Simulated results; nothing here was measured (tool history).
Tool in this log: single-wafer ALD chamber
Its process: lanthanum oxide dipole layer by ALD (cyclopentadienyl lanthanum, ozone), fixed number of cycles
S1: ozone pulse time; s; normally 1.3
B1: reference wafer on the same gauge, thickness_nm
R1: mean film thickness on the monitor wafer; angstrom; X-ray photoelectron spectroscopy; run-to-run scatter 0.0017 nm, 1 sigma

run 1 day=0 | S1=1.69 | B1=0.502 | R1=5.35
run 2 day=8.442 | S1=1.64 | B1=0.503 | R1=5.37
run 3 day=9.608 | S1=1.64 | B1=0.503 | R1=5.35
run 4 day=11.171 | S1=1.64 | B1=0.503 | R1=5.34
run 5 day=13.617 | S1=1.17 | B1=0.504 | R1=5.08
run 6 day=15.662 | S1=1.6 | B1=0.503 | R1=5.3
run 7 day=16.925 | S1=1.6 | B1=0.502 | R1=5.31
run 8 day=19.879 | S1=1.3 | B1=0.504 | R1=5.2
run 9 day=21.158 | S1=1.3 | B1=0.502 | R1=5.16
run 10 day=22.729 | S1=1.3 | B1=0.503 | R1=5.16
run 11 day=24.612 | S1=1.3 | B1=0.503 | R1=4.95
run 12 day=27.429 | S1=1.3 | B1=0.503 | R1=4.93
run 13 day=28.75 | S1=1.3 | B1=0.503 | R1=4.95
run 14 day=30.488 | S1=1.3 | B1=0.503 | R1=4.94
run 15 day=32.838 | S1=1.56 | B1=0.503 | R1=5.1
run 16 day=34.179 | S1=1.56 | B1=0.503 | R1=5.08
run 17 day=36.617 | S1=1.46 | B1=0.503 | R1=5.38
run 18 day=39.246 | S1=1.57 | B1=0.502 | R1=5.41
run 19 day=40.817 | S1=1.72 | B1=0.503 | R1=5.44
run 20 day=43.212 | S1=0.9 | B1=0.503 | R1=5
run 21 day=44.408 | S1=0.79 | B1=0.502 | R1=4.94
run 22 day=47.092 | S1=1.3 | B1=0.503 | R1=5.27
run 23 day=49.542 | S1=1.62 | B1=0.503 | R1=5.44
run 24 day=50.775 | S1=0.91 | B1=0.503 | R1=5.02
run 25 day=52.329 | S1=1.3 | B1=0.503 | R1=5.28
run 26 day=54.35 | S1=1.3 | B1=0.503 | R1=5.26
run 27 day=56.558 | S1=1.09 | B1=0.503 | R1=5.14
run 28 day=58.167 | S1=1.63 | B1=0.503 | R1=5.43

Taken out of this log: 5 entries between the listed runs. Where each belongs, and how the hidden state differs across it:
From run 9 to run 10: thermocouple changed; heater temperature recalibrated (day 21.779)
  ozone dose above that of a generator just serviced (%): -21 -> -21.6
  the result without the hidden state subtracted from the measured one, R1: -0.16 -> -0.16 angstrom
From run 10 to run 11: ozone generator serviced (day 23.504)
  ozone dose above that of a generator just serviced (%): -21.6 -> -41.3
  the result without the hidden state subtracted from the measured one, R1: -0.16 -> -0.36 angstrom
From run 14 to run 15: showerhead replaced (day 31.625)
  ozone dose above that of a generator just serviced (%): -43.4 -> -44.2
  the result without the hidden state subtracted from the measured one, R1: -0.39 -> -0.35 angstrom
From run 16 to run 17: ozone generator serviced, repeated, since the last time left the tool worse (day 36.596)
  ozone dose above that of a generator just serviced (%): -44.7 -> -0.666
  the result without the hidden state subtracted from the measured one, R1: -0.35 -> +0 angstrom
From run 21 to run 22: gauge calibrated (day 44.788)
  ozone dose above that of a generator just serviced (%): -3.47 -> -4.44
  the result without the hidden state subtracted from the measured one, R1: -0.03 -> -0.03 angstrom
